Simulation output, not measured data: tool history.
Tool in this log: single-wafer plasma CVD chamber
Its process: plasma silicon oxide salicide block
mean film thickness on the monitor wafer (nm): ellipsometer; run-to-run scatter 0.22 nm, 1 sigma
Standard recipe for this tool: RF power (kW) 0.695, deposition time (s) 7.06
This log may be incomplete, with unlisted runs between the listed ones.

| run | hour | RF power (kW) | deposition time (s) | read-back reference wafer on the same gauge, thickness_nm | mean film thickness on the monitor wafer (nm) |
|---|---|---|---|---|---|
| 1 | 0.0 | 0.695 | 7.95 | 77.844 | 73.206 |
| 2 | 22.1 | 0.695 | 7.95 | 77.647 | 73.140 |
| 3 | 57.8 | 0.695 | 7.95 | 77.778 | 73.271 |
| 4 | 79.1 | 0.790 | 7.06 | 77.668 | 68.250 |
| 5 | 99.4 | 0.695 | 7.06 | 77.640 | 64.564 |
| 6 | 113.9 | 0.735 | 6.19 | 77.667 | 58.166 |
| 7 | 134.9 | 0.625 | 7.06 | 77.578 | 61.598 |
| 8 | 160.9 | 0.625 | 7.06 | 77.633 | 61.375 |
| 9 | 179.9 | 0.695 | 6.11 | 77.647 | 55.644 |
| 10 | 207.2 | 0.695 | 7.06 | 77.658 | 64.444 |
| 11 | 238.3 | 0.695 | 7.06 | 77.724 | 64.803 |
| 12 | 262.1 | 0.695 | 7.06 | 77.780 | 64.435 |
| 13 | 288.9 | 0.695 | 7.06 | 77.603 | 64.366 |
| 14 | 318.2 | 0.695 | 7.86 | 77.822 | 71.740 |
| 15 | 341.9 | 0.695 | 7.86 | 77.767 | 71.674 |
| 16 | 366.7 | 0.695 | 7.86 | 77.765 | 71.650 |
| 17 | 378.8 | 0.695 | 7.06 | 77.743 | 64.342 |
| 18 | 392.2 | 0.695 | 7.06 | 77.694 | 63.962 |
| 19 | 469.5 | 0.825 | 6.56 | 77.746 | 63.966 |
| 20 | 487.3 | 0.695 | 7.06 | 77.643 | 64.462 |
| 21 | 510.0 | 0.625 | 7.06 | 77.837 | 61.017 |
| 22 | 534.2 | 0.610 | 8.21 | 77.715 | 70.361 |
| 23 | 559.8 | 0.695 | 5.88 | 77.659 | 53.362 |
| 24 | 584.1 | 0.595 | 8.03 | 77.612 | 67.704 |
| 25 | 616.5 | 0.695 | 7.64 | 77.553 | 69.576 |
| 26 | 644.2 | 0.695 | 6.38 | 77.710 | 58.073 |
| 27 | 676.2 | 0.735 | 6.12 | 77.665 | 56.869 |
| 28 | 697.6 | 0.695 | 7.74 | 77.729 | 73.367 |
| 29 | 721.0 | 0.635 | 7.61 | 77.722 | 68.625 |
| 30 | 743.9 | 0.555 | 5.67 | 77.726 | 48.043 |
| 31 | 756.4 | 0.575 | 8.28 | 77.559 | 70.950 |
| 32 | 786.5 | 0.695 | 6.09 | 77.788 | 57.282 |
| 33 | 801.3 | 0.695 | 7.06 | 77.667 | 66.342 |
| 34 | 826.0 | 0.695 | 7.06 | 77.735 | 66.822 |
| 35 | 853.4 | 0.695 | 7.06 | 77.604 | 66.297 |
| 36 | 866.2 | 0.740 | 7.78 | 77.758 | 75.828 |
| 37 | 899.7 | 0.695 | 7.96 | 77.706 | 75.093 |

Not shown: 3 entries that the log had between the listed runs. Between which runs, and how does the tool's hidden state differ before and after?
Between runs 21 and 22: showerhead replaced (hour 519.7)
  delivered RF power above the setpoint (%): -8.75 -> -8.84
  difference, measured minus the result without the unlogged condition, mean film thickness on the monitor wafer (nm): -2.687 -> -3.133
Between runs 25 and 26: gauge calibrated (hour 628.5)
  delivered RF power above the setpoint (%): -9.14 -> -9.25
  difference, measured minus the result without the unlogged condition, mean film thickness on the monitor wafer (nm): -3.215 -> -2.716
Between runs 27 and 28: RF generator calibrated (hour 686.6)
  delivered RF power above the setpoint (%): -9.36 -> -0.762
  difference, measured minus the result without the unlogged condition, mean film thickness on the monitor wafer (nm): -2.698 -> -0.258
